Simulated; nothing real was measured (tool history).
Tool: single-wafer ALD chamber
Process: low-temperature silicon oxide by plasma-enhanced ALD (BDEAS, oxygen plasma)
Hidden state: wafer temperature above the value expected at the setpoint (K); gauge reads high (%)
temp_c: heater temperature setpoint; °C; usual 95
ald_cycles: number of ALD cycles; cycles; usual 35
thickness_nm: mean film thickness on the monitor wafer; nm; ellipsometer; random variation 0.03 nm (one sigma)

run	hour	temp_c	ald_cycles	wafers since the last listed run	hours since the last thermocouple change	hours since the gauge calibration	read-back reference wafer on the same gauge, thickness_nm	thickness_nm
1	0.0	95	33	0	933.4	1256.4	6.230	5.079
# hour 101.9: thermocouple changed; heater temperature recalibrated
2	102.4	95	37	888	0.5	1358.8	6.252	5.700
3	150.5	95	37	452	48.6	1406.9	6.263	5.786
4	233.7	95	37	782	131.8	1490.1	6.291	5.752
5	314.0	95	35	755	212.1	1570.4	6.332	5.429
6	384.7	95	35	665	282.8	1641.1	6.335	5.461
7	435.0	95	35	473	333.1	1691.4	6.357	5.487
8	514.8	95	35	750	412.9	1771.2	6.395	5.547
# hour 591.2: gauge calibrated
9	605.6	95	35	854	503.7	14.4	6.132	5.284
10	711.0	95	35	991	609.1	119.8	6.125	5.283
11	757.1	95	35	433	655.2	165.9	6.132	5.269
12	833.3	95	35	716	731.4	242.1	6.115	5.358
13	901.8	95	35	644	799.9	310.6	6.116	5.273
14	980.2	95	35	737	878.3	389.0	6.119	5.288
15	1061.8	95	37	767	959.9	470.6	6.160	5.609
# hour 1093.0: thermocouple changed; heater temperature recalibrated
16	1119.1	95	35	463	26.1	527.9	6.156	5.346
17	1157.5	104	33	361	64.5	566.3	6.166	4.884
18	1200.6	88	31	405	107.6	609.4	6.165	4.859
19	1255.0	85	38	511	162.0	663.8	6.153	6.000
20	1308.0	95	29	498	215.0	716.8	6.167	4.426
21	1347.6	101	32	372	254.6	756.4	6.171	4.800
22	1455.0	100	29	1010	362.0	863.8	6.194	4.339
23	1514.0	106	35	555	421.0	922.8	6.207	5.184
24	1574.4	84	29	568	481.4	983.2	6.221	4.603
25	1612.7	104	31	360	519.7	1021.5	6.218	4.629
26	1720.0	95	35	1009	627.0	1128.8	6.248	5.392
27	1782.4	104	28	587	689.4	1191.2	6.254	4.218
28	1845.5	91	41	593	752.5	1254.3	6.277	6.453

Hidden state or all else? Some run-to-run changes of thickness_nm, split into what the settings, what came in and random variation would give without the hidden state, and what is left for the hidden state (with any gauge scatter that isn't in both results):
Run 8 -> 9: gauge calibrated. thickness_nm -0.263 nm: hidden state -0.226, all else -0.037.
Run 19 -> 20: temp_c 85 -> 95, ald_cycles 38 -> 29. thickness_nm -1.574 nm: hidden state -0.019, all else -1.555.
Run 27 -> 28: temp_c 104 -> 91, ald_cycles 28 -> 41. thickness_nm +2.235 nm: hidden state +0.082, all else +2.153.
